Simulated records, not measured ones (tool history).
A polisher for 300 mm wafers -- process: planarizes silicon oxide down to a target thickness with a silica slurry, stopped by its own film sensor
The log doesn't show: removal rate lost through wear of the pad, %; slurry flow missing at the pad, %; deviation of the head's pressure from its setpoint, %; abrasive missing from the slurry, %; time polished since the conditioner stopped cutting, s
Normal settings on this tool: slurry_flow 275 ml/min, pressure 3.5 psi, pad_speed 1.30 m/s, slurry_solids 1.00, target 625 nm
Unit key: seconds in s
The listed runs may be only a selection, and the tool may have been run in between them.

run   hour  slurry_flow  pressure  pad_speed  slurry_solids  target  wafers since the last listed run  wafers polished on this pad  hours since the slurry nozzle was cleaned  hours since the head pressure was calibrated  hours since the slurry blender was calibrated  hours since the conditioning disc was replaced  incoming thickness of the incoming film, nm  seconds
  1    0.0          275       3.5       1.30           1.00     625                                 0                          635                                      554.9                                         174.7                                          473.9                                           106.2                                        835.0     66.5
  2   10.4          275       3.5       1.30           1.00     625                               114                          750                                      565.3                                         185.1                                          484.3                                           116.6                                        853.9     72.1
      18.3  -- worn pad replaced by a new one
  3   24.4          275       3.5       1.30           1.00     625                               110                           67                                      579.3                                         199.1                                          498.3                                           130.6                                        843.7     69.0
  4   77.1          275       3.5       1.30           1.00     625                               580                          648                                      632.0                                         251.8                                          551.0                                           183.3                                        846.5     71.2
      90.0  -- slurry blender recalibrated
  5   91.0          275       3.5       1.30           1.00     625                               131                          779                                      645.9                                         265.7                                            1.0                                           197.2                                        839.8     68.7
  6  100.4          275       3.5       1.30           1.00     625                               103                          882                                      655.3                                         275.1                                           10.4                                           206.6                                        844.9     70.4
     109.2  -- worn pad replaced by a new one
  7  111.2          275       3.5       1.30           1.00     625                                74                           22                                      666.1                                         285.9                                           21.2                                           217.4                                        835.6     67.9
  8  125.3          275       3.5       1.30           1.00     625                               155                          177                                      680.2                                         300.0                                           35.3                                           231.5                                        858.3     74.2
  9  142.3          240       3.5       1.30           1.00     625                               187                          364                                      697.2                                         317.0                                           52.3                                           248.5                                        829.8     66.9
 10  158.6          240       3.5       1.30           1.00     625                               179                          544                                      713.5                                         333.3                                           68.6                                           264.8                                        835.8     69.7
     166.4  -- conditioning disc replaced and pad reconditioned
 11  166.9          240       3.5       1.30           1.00     625                                69                          613                                      721.8                                         341.6                                           76.9                                             0.5                                        832.7     69.6
 12  175.0          275       3.5       1.08           1.30     625                                89                          703                                      729.9                                         349.7                                           85.0                                             8.6                                        830.6     68.7
     186.4  -- slurry nozzle cleaned
     188.8  -- worn pad replaced by a new one
 13  189.3          245       4.3       1.30           1.00     675                               119                            4                                        2.9                                         364.0                                           99.3                                            22.9                                        843.6     47.9
 14  191.7          275       2.4       1.30           1.00     625                                26                           31                                        5.3                                         366.4                                          101.7                                            25.3                                        848.5     92.0
     199.9  -- head pressure recalibrated
 15  200.4          275       3.5       1.30           1.20     596                                73                          105                                       14.0                                           0.5                                          110.4                                            34.0                                        848.7     65.0
 16  244.8          275       3.5       1.56           1.00     625                               489                          594                                       58.4                                          44.9                                          154.8                                            78.4                                        847.7     53.2
 17  253.0          240       3.5       1.30           1.00     625                                90                          684                                       66.6                                          53.1                                          163.0                                            86.6                                        846.5     63.9
 18  259.9          275       3.5       1.30           0.75     625                                76                          760                                       73.5                                          60.0                                          169.9                                            93.5                                        846.0     70.7
     271.4  -- head pressure recalibrated, repeated, since the last time left the tool worse
 19  271.9          275       3.5       1.30           1.00     625                               110                          871                                       85.5                                           0.5                                          181.9                                           105.5                                        853.8     69.2
     280.6  -- worn pad replaced by a new one
 20  284.5          275       3.5       1.10           1.00     625                                94                           43                                       98.1                                          13.1                                          194.5                                           118.1                                        845.7     76.8
 21  291.8          275       3.5       1.30           1.00     625                                80                          123                                      105.4                                          20.4                                          201.8                                           125.4                                        829.2     62.4
 22  304.2          315       3.5       0.84           1.10     568                               136                          260                                      117.8                                          32.8                                          214.2                                           137.8                                        837.5    110.1
 23  320.1          275       3.5       1.30           0.90     625                               175                          435                                      133.7                                          48.7                                          230.1                                           153.7                                        833.1     67.6
 24  334.5          275       3.5       1.30           0.75     625                               158                          593                                      148.1                                          63.1                                          244.5                                           168.1                                        842.7     76.9
 25  344.2          275       3.8       1.30           1.00     687                               106                          700                                      157.8                                          72.8                                          254.2                                           177.8                                        833.4     42.6

Consider 4 possible next runs. They are alternatives, not a sequence: every one starts from the tool as it was left by run 25. What does each give?
  A  344.6          275       3.5       1.30           1.00     566                                 4                          705                                      158.2                                          73.2                                          254.6                                           178.2                                        839.2        ?
  B  344.6          275       4.4       0.92           0.85     586                                 4                          705                                      158.2                                          73.2                                          254.6                                           178.2                                        839.2        ?
  C  344.6          275       3.5       1.30           1.00     593                                 4                          705                                      158.2                                          73.2                                          254.6                                           178.2                                        839.2        ?
  D  344.6          275       4.2       1.30           1.00     625                                 4                          705                                      158.2                                          73.2                                          254.6                                           178.2                                        839.2        ?

run  seconds
  A     84.1
  B     94.3
  C     75.8
  D     57.9
With the hidden condition removed and each run's random variation left untouched, the same runs would have given:
run  seconds
  A     84.6
  B     94.8
  C     76.2
  D     58.2
